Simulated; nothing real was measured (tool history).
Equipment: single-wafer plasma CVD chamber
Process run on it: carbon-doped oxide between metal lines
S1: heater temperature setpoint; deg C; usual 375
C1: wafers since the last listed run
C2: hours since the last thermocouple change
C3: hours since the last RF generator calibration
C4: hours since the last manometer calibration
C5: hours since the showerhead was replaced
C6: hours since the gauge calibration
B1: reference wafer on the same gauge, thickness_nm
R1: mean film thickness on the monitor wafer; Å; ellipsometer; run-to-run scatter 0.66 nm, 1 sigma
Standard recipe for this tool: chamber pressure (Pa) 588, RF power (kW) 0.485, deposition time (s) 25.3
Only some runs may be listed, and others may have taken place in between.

run 1 day=0.000 | S1=375 chamber_pressure_(Pa)=588 RF_power_(kW)=0.485 deposition_time_(s)=23.3 | C1=0 C2=2871.3 C3=2026.3 C4=708.3 C5=2776.8 C6=98.0 | B1=94.214 | R1=1067.00
run 2 day=0.417 | S1=375 chamber_pressure_(Pa)=588 RF_power_(kW)=0.485 deposition_time_(s)=23.3 | C1=325 C2=2881.3 C3=2036.3 C4=718.3 C5=2786.8 C6=108.0 | B1=93.990 | R1=1067.71
-- day=0.558 gauge calibrated
run 3 day=0.842 | S1=375 chamber_pressure_(Pa)=588 RF_power_(kW)=0.485 deposition_time_(s)=25.3 | C1=332 C2=2891.5 C3=2046.5 C4=728.5 C5=2797.0 C6=6.8 | B1=94.067 | R1=1168.37
run 4 day=1.379 | S1=375 chamber_pressure_(Pa)=588 RF_power_(kW)=0.485 deposition_time_(s)=25.3 | C1=420 C2=2904.4 C3=2059.4 C4=741.4 C5=2809.9 C6=19.7 | B1=94.238 | R1=1151.43
run 5 day=2.008 | S1=375 chamber_pressure_(Pa)=588 RF_power_(kW)=0.485 deposition_time_(s)=25.3 | C1=492 C2=2919.5 C3=2074.5 C4=756.5 C5=2825.0 C6=34.8 | B1=94.312 | R1=1147.50
-- day=2.842 thermocouple changed; heater temperature recalibrated
run 6 day=2.862 | S1=375 chamber_pressure_(Pa)=588 RF_power_(kW)=0.485 deposition_time_(s)=25.3 | C1=407 C2=0.5 C3=2095.0 C4=777.0 C5=2845.5 C6=55.3 | B1=93.887 | R1=1153.67
run 7 day=2.962 | S1=375 chamber_pressure_(Pa)=588 RF_power_(kW)=0.485 deposition_time_(s)=25.3 | C1=78 C2=2.9 C3=2097.4 C4=779.4 C5=2847.9 C6=57.7 | B1=93.819 | R1=1151.40
-- day=3.475 RF generator calibrated
run 8 day=3.496 | S1=367 chamber_pressure_(Pa)=636 RF_power_(kW)=0.435 deposition_time_(s)=25.3 | C1=156 C2=15.7 C3=0.5 C4=792.2 C5=2860.7 C6=70.5 | B1=93.918 | R1=1106.70
run 9 day=3.792 | S1=382 chamber_pressure_(Pa)=588 RF_power_(kW)=0.485 deposition_time_(s)=25.3 | C1=231 C2=22.8 C3=7.6 C4=799.3 C5=2867.8 C6=77.6 | B1=94.097 | R1=1121.60
run 10 day=4.371 | S1=387 chamber_pressure_(Pa)=588 RF_power_(kW)=0.410 deposition_time_(s)=23.7 | C1=452 C2=36.7 C3=21.5 C4=813.2 C5=2881.7 C6=91.5 | B1=94.061 | R1=955.39
run 11 day=4.971 | S1=382 chamber_pressure_(Pa)=588 RF_power_(kW)=0.485 deposition_time_(s)=25.3 | C1=469 C2=51.1 C3=35.9 C4=827.6 C5=2896.1 C6=105.9 | B1=93.967 | R1=1132.91
-- day=5.600 showerhead replaced
-- day=5.775 gauge calibrated
run 12 day=6.033 | S1=382 chamber_pressure_(Pa)=588 RF_power_(kW)=0.485 deposition_time_(s)=25.3 | C1=570 C2=76.6 C3=61.4 C4=853.1 C5=10.4 C6=6.2 | B1=93.745 | R1=1134.17
-- day=6.867 capacitance manometer re-zeroed and calibrated
run 13 day=6.888 | S1=375 chamber_pressure_(Pa)=588 RF_power_(kW)=0.540 deposition_time_(s)=28.4 | C1=407 C2=97.1 C3=81.9 C4=0.5 C5=30.9 C6=26.7 | B1=94.341 | R1=1365.61
run 14 day=8.621 | S1=375 chamber_pressure_(Pa)=588 RF_power_(kW)=0.420 deposition_time_(s)=25.3 | C1=1355 C2=138.7 C3=123.5 C4=42.1 C5=72.5 C6=68.3 | B1=93.922 | R1=1056.96

5 options for the next run, each taken on its own from the tool as it stands now. Forecast them:
run A day=8.638 | S1=375 chamber_pressure_(Pa)=588 RF_power_(kW)=0.485 deposition_time_(s)=25.3 | C1=13 C2=139.1 C3=123.9 C4=42.5 C5=72.9 C6=68.7 | B1=? | R1=?
run B day=8.638 | S1=375 chamber_pressure_(Pa)=712 RF_power_(kW)=0.485 deposition_time_(s)=25.3 | C1=13 C2=139.1 C3=123.9 C4=42.5 C5=72.9 C6=68.7 | B1=? | R1=?
run C day=8.638 | S1=386 chamber_pressure_(Pa)=693 RF_power_(kW)=0.485 deposition_time_(s)=28.2 | C1=13 C2=139.1 C3=123.9 C4=42.5 C5=72.9 C6=68.7 | B1=? | R1=?
run D day=8.638 | S1=370 chamber_pressure_(Pa)=651 RF_power_(kW)=0.420 deposition_time_(s)=22.0 | C1=13 C2=139.1 C3=123.9 C4=42.5 C5=72.9 C6=68.7 | B1=? | R1=?
run E day=8.638 | S1=375 chamber_pressure_(Pa)=680 RF_power_(kW)=0.420 deposition_time_(s)=25.3 | C1=13 C2=139.1 C3=123.9 C4=42.5 C5=72.9 C6=68.7 | B1=? | R1=?

run=A B1=93.973 R1=1163.44
run=B B1=93.973 R1=1200.11
run=C B1=93.973 R1=1296.47
run=D B1=93.973 R1=961.70
run=E B1=93.973 R1=1097.36
Had the tool no hidden state, the same runs would have come out as:
run=A R1=1163.44
run=B R1=1200.11
run=C R1=1296.47
run=D R1=961.70
run=E R1=1097.36
